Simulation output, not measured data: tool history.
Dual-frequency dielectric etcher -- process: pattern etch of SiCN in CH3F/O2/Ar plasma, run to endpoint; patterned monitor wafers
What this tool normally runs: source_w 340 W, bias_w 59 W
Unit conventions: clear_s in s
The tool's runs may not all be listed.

| run | day | source_w | bias_w | incoming incoming film thickness, nm | clear_s |
|---|---|---|---|---|---|
| 1 | 0 | 340 | 50 | 9.76 | 32.6 |
| 2 | 12.204 | 320 | 59 | 9.72 | 29.9 |
| 3 | 15.221 | 340 | 65 | 9.89 | 28.7 |
| 4 | 17.088 | 340 | 65 | 9.86 | 28.3 |
| 5 | 21.475 | 340 | 65 | 9.81 | 28.2 |
|  | 23.108 | wet clean of the chamber |
|  | 33.925 | upper electrode replaced |
| 6 | 34.946 | 340 | 59 | 9.85 | 31.2 |
|  | 36.579 | wet clean of the chamber, repeated, since the last time left the tool worse |
| 7 | 36.708 | 340 | 59 | 9.79 | 30.2 |
|  | 38.562 | source power generator calibrated |
|  | 38.825 | bias power generator calibrated |
| 8 | 40.808 | 340 | 59 | 9.77 | 30 |
| 9 | 42.512 | 400 | 50 | 9.76 | 30.6 |
| 10 | 46.804 | 380 | 45 | 9.76 | 32.7 |
| 11 | 49.104 | 280 | 59 | 9.73 | 31.1 |
| 12 | 52.996 | 340 | 65 | 9.79 | 28.3 |
| 13 | 55.942 | 340 | 48 | 9.72 | 32.5 |
| 14 | 59.646 | 340 | 59 | 9.79 | 29.6 |
|  | 63.079 | wet clean of the chamber |
| 15 | 63.1 | 410 | 55 | 9.85 | 29.6 |
| 16 | 64.129 | 340 | 59 | 9.93 | 30.3 |

Measured less the same run without the tool's hidden state. The same run-to-run variation is in both; the gauge's scatter may not be:
The hidden state here: etch rate over this chamber's usual, %; source power that arrives over what is set, %; bias power that arrives over what is set, %.
| run | clear_s |
|---|---|
| 1 | -0.1 |
| 2 | -0.5 |
| 3 | -0.6 |
| 4 | -0.7 |
| 5 | -0.8 |
| 6 | +0.9 |
| 7 | +0 |
| 8 | -0.2 |
| 9 | -0.3 |
| 10 | -0.5 |
| 11 | -0.5 |
| 12 | -0.5 |
| 13 | -0.7 |
| 14 | -0.8 |
| 15 | -0.2 |
| 16 | -0.2 |
